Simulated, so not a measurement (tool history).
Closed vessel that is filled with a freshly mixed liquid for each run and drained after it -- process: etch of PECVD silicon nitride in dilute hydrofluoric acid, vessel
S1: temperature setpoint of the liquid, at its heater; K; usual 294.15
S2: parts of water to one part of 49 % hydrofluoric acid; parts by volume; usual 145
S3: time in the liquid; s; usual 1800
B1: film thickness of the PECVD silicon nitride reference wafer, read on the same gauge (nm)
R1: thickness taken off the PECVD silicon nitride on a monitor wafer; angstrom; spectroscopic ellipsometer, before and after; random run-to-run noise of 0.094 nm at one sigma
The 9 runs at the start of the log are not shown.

run,hour,S1,S2,S3,B1,R1
10,456.8,294.15,145,1800,69.97,225.5
11,495.2,296.65,145,1800,70.01,263.2
12,532,296.65,145,1800,70,263.1
13,583.1,296.65,145,1800,70.04,263
14,628.4,291.15,145,1800,69.94,182.5
15,682.7,297.65,110,2100,70.02,425
16,708.7,292.15,145,1800,70,193.7
17,759.8,297.65,105,830,70.02,175.6
18,796.5,294.15,180,2485,69.96,246.3
# hour 806.7: gauge calibrated
19,864,294.15,120,1080,70.06,159.2
20,889.6,294.15,145,1800,69.97,219.5
21,956.3,294.15,145,1800,69.99,219
22,1010.6,294.15,145,1345,69.96,162.7
23,1073.3,294.15,95,2125,70.02,389
# hour 1079.6: hydrofluoric acid flow meter replaced
24,1133.5,294.15,120,1080,70,160.8
25,1167.8,296.65,145,2180,70.02,318.1
26,1215.4,298.15,205,2515,69.96,285.9
27,1285.2,294.15,145,1800,70.02,223.9
28,1395.6,297.65,100,1800,70.01,398.6
29,1463.6,294.15,145,1800,70,221.4
30,1524.8,290.15,145,1800,70,167.4
31,1556.8,294.15,165,1500,70.04,159.4
32,1613.2,291.65,200,2405,70,181.1

Branching from run 32: 4 alternative next runs. What would each branch give?
A,1614.4,294.15,145,1800,?,?
B,1614.4,290.65,145,1800,?,?
C,1614.4,298.15,95,1140,?,?
D,1614.4,294.15,185,1800,?,?

run,B1,R1
A,70.02,218.2
B,70.02,172.3
C,70.02,272.9
D,70.02,172.1
The same runs, with their run-to-run variation unchanged, on a tool lacking any hidden condition would have given:
run,R1
A,231.1
B,182.6
C,289
D,182.2

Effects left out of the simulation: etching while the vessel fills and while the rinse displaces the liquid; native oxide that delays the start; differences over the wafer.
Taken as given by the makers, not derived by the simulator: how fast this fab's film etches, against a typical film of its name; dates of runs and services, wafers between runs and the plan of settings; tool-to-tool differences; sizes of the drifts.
